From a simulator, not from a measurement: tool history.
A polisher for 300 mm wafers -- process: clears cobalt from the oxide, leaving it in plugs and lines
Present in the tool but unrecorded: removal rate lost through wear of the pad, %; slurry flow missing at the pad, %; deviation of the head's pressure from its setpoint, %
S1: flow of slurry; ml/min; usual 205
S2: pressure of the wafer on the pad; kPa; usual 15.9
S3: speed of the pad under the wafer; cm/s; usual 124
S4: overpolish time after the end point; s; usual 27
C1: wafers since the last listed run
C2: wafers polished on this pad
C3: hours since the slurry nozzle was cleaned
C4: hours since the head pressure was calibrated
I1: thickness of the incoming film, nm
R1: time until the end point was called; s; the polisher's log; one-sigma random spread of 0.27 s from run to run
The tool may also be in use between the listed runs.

| run | hour | S1 | S2 | S3 | S4 | C1 | C2 | C3 | C4 | I1 | R1 |
|---|---|---|---|---|---|---|---|---|---|---|---|
| 1 | 0.0 | 235 | 15.9 | 124 | 27 | 0 | 1045 | 333.2 | 989.7 | 212.5 | 34.3 |
|  | 7.1 | worn pad replaced by a new one |
| 2 | 26.1 | 235 | 15.9 | 124 | 27 | 226 | 194 | 359.3 | 1015.8 | 207.5 | 32.3 |
| 3 | 49.2 | 205 | 15.9 | 136 | 27 | 236 | 430 | 382.4 | 1038.9 | 205.7 | 30.8 |
| 4 | 74.7 | 205 | 15.9 | 136 | 27 | 260 | 691 | 407.9 | 1064.4 | 211.7 | 32.3 |
|  | 124.4 | worn pad replaced by a new one |
| 5 | 175.3 | 205 | 15.9 | 124 | 27 | 988 | 520 | 508.5 | 1165.0 | 210.4 | 34.3 |
| 6 | 195.0 | 205 | 15.9 | 124 | 27 | 201 | 722 | 528.2 | 1184.7 | 211.1 | 34.5 |
|  | 253.5 | worn pad replaced by a new one |
| 7 | 255.4 | 205 | 15.9 | 124 | 27 | 577 | 19 | 588.6 | 1245.1 | 214.2 | 33.5 |
|  | 270.2 | slurry nozzle cleaned |
| 8 | 286.4 | 205 | 15.9 | 124 | 27 | 306 | 326 | 16.2 | 1276.1 | 206.4 | 33.5 |
| 9 | 310.2 | 205 | 15.9 | 124 | 27 | 243 | 569 | 40.0 | 1299.9 | 209.7 | 34.3 |
|  | 315.2 | head pressure recalibrated |
| 10 | 326.1 | 205 | 15.9 | 124 | 27 | 142 | 712 | 55.9 | 10.9 | 210.6 | 34.6 |
| 11 | 359.7 | 185 | 20.7 | 124 | 20 | 343 | 1056 | 89.5 | 44.5 | 210.2 | 29.3 |
|  | 366.5 | worn pad replaced by a new one |
| 12 | 381.4 | 245 | 18.6 | 100 | 17 | 181 | 152 | 111.2 | 66.2 | 211.8 | 35.4 |
| 13 | 413.6 | 205 | 15.9 | 124 | 27 | 329 | 482 | 143.4 | 98.4 | 212.3 | 34.6 |
| 14 | 428.9 | 145 | 15.9 | 150 | 23 | 156 | 638 | 158.7 | 113.7 | 211.1 | 30.6 |
| 15 | 448.2 | 240 | 15.9 | 124 | 27 | 197 | 836 | 178.0 | 133.0 | 209.5 | 33.5 |
| 16 | 482.9 | 135 | 15.9 | 124 | 27 | 355 | 1191 | 212.7 | 167.7 | 208.9 | 37.1 |
|  | 487.7 | worn pad replaced by a new one |
| 17 | 513.4 | 160 | 19.3 | 166 | 27 | 271 | 262 | 243.2 | 198.2 | 208.2 | 23.3 |
| 18 | 539.2 | 160 | 15.9 | 124 | 27 | 264 | 526 | 269.0 | 224.0 | 209.7 | 35.5 |

Below are 4 alternative next runs, each starting from the tool's condition after run 18. Predict each:
| A | 539.6 | 205 | 13.1 | 124 | 27 | 4 | 530 | 269.4 | 224.4 | 208.8 | ? |
| B | 539.6 | 245 | 15.9 | 152 | 27 | 4 | 530 | 269.4 | 224.4 | 208.8 | ? |
| C | 539.6 | 205 | 15.9 | 124 | 40 | 4 | 530 | 269.4 | 224.4 | 208.8 | ? |
| D | 539.6 | 205 | 15.9 | 162 | 39 | 4 | 530 | 269.4 | 224.4 | 208.8 | ? |

| run | R1 |
|---|---|
| A | 37.9 |
| B | 27.4 |
| C | 33.6 |
| D | 26.5 |
Had the tool no hidden state, the same runs would have come out as:
| run | R1 |
|---|---|
| A | 36.2 |
| B | 26.2 |
| C | 32.1 |
| D | 25.3 |
